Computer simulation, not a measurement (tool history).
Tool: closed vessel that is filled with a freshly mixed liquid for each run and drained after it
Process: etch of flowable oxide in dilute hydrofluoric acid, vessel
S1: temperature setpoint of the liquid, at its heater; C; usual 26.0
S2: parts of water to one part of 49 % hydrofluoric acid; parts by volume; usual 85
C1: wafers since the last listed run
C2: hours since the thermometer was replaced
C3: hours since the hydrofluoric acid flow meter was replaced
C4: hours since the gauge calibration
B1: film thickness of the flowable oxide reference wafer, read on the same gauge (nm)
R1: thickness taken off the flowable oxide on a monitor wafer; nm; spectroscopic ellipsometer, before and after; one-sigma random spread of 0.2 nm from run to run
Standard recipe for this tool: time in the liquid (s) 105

Run 1, hour 0.0: usual settings but S2 65 parts by volume; C1 0; C2 1404.9; C3 759.8; C4 416.0; B1 89.98. Result: R1 49.07 nm.
Run 2, hour 63.8: usual settings but S2 65 parts by volume; C1 6498; C2 1468.7; C3 823.6; C4 479.8; B1 89.99. Result: R1 48.93 nm.
Run 3, hour 118.4: usual settings but S2 65 parts by volume; C1 5561; C2 1523.3; C3 878.2; C4 534.4; B1 89.99. Result: R1 49.09 nm.
Run 4, hour 143.3: usual settings; C1 2536; C2 1548.2; C3 903.1; C4 559.3; B1 90.02. Result: R1 36.75 nm.
Run 5, hour 214.4: usual settings; C1 7242; C2 1619.3; C3 974.2; C4 630.4; B1 90.04. Result: R1 36.36 nm.
Run 6, hour 262.9: usual settings; C1 4940; C2 1667.8; C3 1022.7; C4 678.9; B1 90.02. Result: R1 36.13 nm.
Run 7, hour 322.1: usual settings but S1 24.5 C; C1 6030; C2 1727.0; C3 1081.9; C4 738.1; B1 90.03. Result: R1 34.23 nm.
Run 8, hour 364.2: usual settings but S1 29.5 C, S2 55 parts by volume, time in the liquid (s) 50; C1 4288; C2 1769.1; C3 1124.0; C4 780.2; B1 90.03. Result: R1 32.26 nm.
At hour 446.1: gauge calibrated.
At hour 483.5: hydrofluoric acid flow meter replaced.
At hour 491.0: thermometer replaced.
Run 9, hour 529.0: usual settings but time in the liquid (s) 145; C1 16582; C2 38.0; C3 45.5; C4 82.9; B1 90.00. Result: R1 50.59 nm.
Run 10, hour 574.5: usual settings; C1 4634; C2 83.5; C3 91.0; C4 128.4; B1 90.02. Result: R1 36.75 nm.
Run 11, hour 628.8: usual settings but S1 30.0 C; C1 5530; C2 137.8; C3 145.3; C4 182.7; B1 90.00. Result: R1 42.40 nm.
Run 12, hour 699.3: usual settings but S2 100 parts by volume, time in the liquid (s) 65; C1 7181; C2 208.3; C3 215.8; C4 253.2; B1 90.01. Result: R1 19.02 nm.
Run 13, hour 755.0: usual settings but time in the liquid (s) 165; C1 5673; C2 264.0; C3 271.5; C4 308.9; B1 89.98. Result: R1 58.02 nm.
Run 14, hour 826.2: usual settings but S1 23.0 C; C1 7252; C2 335.2; C3 342.7; C4 380.1; B1 90.01. Result: R1 32.61 nm.

Consider 5 possible next runs. They are alternatives, not a sequence: every one starts from the tool as it was left by run 14. What does each give?
Run A, hour 826.9: usual settings but S2 110 parts by volume; C1 71; C2 335.9; C3 343.4; C4 380.8; B1 ?. Result: R1 ?.
Run B, hour 826.9: usual settings but S1 22.0 C; C1 71; C2 335.9; C3 343.4; C4 380.8; B1 ?. Result: R1 ?.
Run C, hour 826.9: usual settings but S2 95 parts by volume; C1 71; C2 335.9; C3 343.4; C4 380.8; B1 ?. Result: R1 ?.
Run D, hour 826.9: usual settings but S1 30.5 C, S2 105 parts by volume; C1 71; C2 335.9; C3 343.4; C4 380.8; B1 ?. Result: R1 ?.
Run E, hour 826.9: usual settings but S1 21.5 C, S2 55 parts by volume, time in the liquid (s) 55; C1 71; C2 335.9; C3 343.4; C4 380.8; B1 ?. Result: R1 ?.

run     B1     R1
  A  89.99  27.14
  B  89.99  30.91
  C  89.99  32.04
  D  89.99  33.95
  E  89.99  25.42
Had the tool no hidden state, the same runs would have come out as:
run     R1
  A  27.14
  B  30.91
  C  32.04
  D  33.95
  E  25.42
